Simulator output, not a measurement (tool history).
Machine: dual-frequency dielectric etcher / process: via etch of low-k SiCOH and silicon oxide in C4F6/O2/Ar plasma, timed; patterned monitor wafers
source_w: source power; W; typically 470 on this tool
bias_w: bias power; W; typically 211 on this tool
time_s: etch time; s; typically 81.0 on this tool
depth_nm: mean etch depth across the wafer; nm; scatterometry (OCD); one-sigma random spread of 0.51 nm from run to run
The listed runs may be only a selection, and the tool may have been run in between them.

| run | day | source_w | bias_w | time_s | read-back reference wafer on the same gauge, depth_nm | depth_nm |
|---|---|---|---|---|---|---|
| 1 | 0.000 | 470 | 211 | 81.0 | 271.9 | 246.9 |
| 2 | 3.867 | 470 | 211 | 81.0 | 272.0 | 244.5 |
| 3 | 6.075 | 470 | 211 | 81.0 | 271.9 | 244.8 |
| 4 | 9.412 | 470 | 211 | 81.0 | 272.1 | 244.7 |
|  | 10.612 | gauge calibrated |
| 5 | 13.821 | 470 | 211 | 81.0 | 272.1 | 243.7 |
| 6 | 16.662 | 470 | 211 | 81.0 | 271.9 | 243.6 |
| 7 | 18.996 | 520 | 211 | 81.0 | 271.7 | 260.2 |
| 8 | 21.367 | 550 | 211 | 89.0 | 272.2 | 293.0 |
| 9 | 25.638 | 470 | 211 | 81.0 | 271.9 | 243.6 |
|  | 27.058 | wet clean of the chamber |
| 10 | 28.283 | 470 | 211 | 81.0 | 271.9 | 247.0 |
|  | 29.538 | upper electrode replaced |
| 11 | 30.017 | 570 | 256 | 81.0 | 271.9 | 290.7 |
|  | 32.946 | bias power generator calibrated |
| 12 | 33.900 | 570 | 211 | 81.0 | 272.1 | 275.2 |
| 13 | 38.204 | 530 | 237 | 69.0 | 272.0 | 231.8 |
| 14 | 42.004 | 350 | 240 | 87.5 | 271.9 | 224.6 |
|  | 42.442 | source power generator calibrated |
|  | 43.129 | gauge calibrated |
| 15 | 46.083 | 470 | 211 | 81.0 | 272.0 | 239.7 |
| 16 | 48.958 | 590 | 160 | 81.0 | 272.0 | 254.4 |
| 17 | 50.996 | 510 | 211 | 95.0 | 272.3 | 294.4 |
|  | 55.733 | wet clean of the chamber |
| 18 | 55.754 | 580 | 170 | 69.5 | 272.3 | 221.7 |
| 19 | 57.450 | 420 | 259 | 59.5 | 272.0 | 175.1 |

4 ways to go on from here, each from the tool as it stands after run 19. What would each give?
| A | 57.467 | 470 | 211 | 81.0 | ? | ? |
| B | 57.467 | 400 | 180 | 100.0 | ? | ? |
| C | 57.467 | 470 | 226 | 88.0 | ? | ? |
| D | 57.467 | 520 | 254 | 74.5 | ? | ? |

| run | read-back reference wafer on the same gauge, depth_nm | depth_nm |
|---|---|---|
| A | 272.0 | 242.0 |
| B | 272.0 | 257.5 |
| C | 272.0 | 268.0 |
| D | 272.0 | 249.2 |
The same runs, with their run-to-run variation unchanged, on a tool lacking any hidden condition would have given:
| run | depth_nm |
|---|---|
| A | 242.0 |
| B | 257.6 |
| C | 268.0 |
| D | 249.2 |
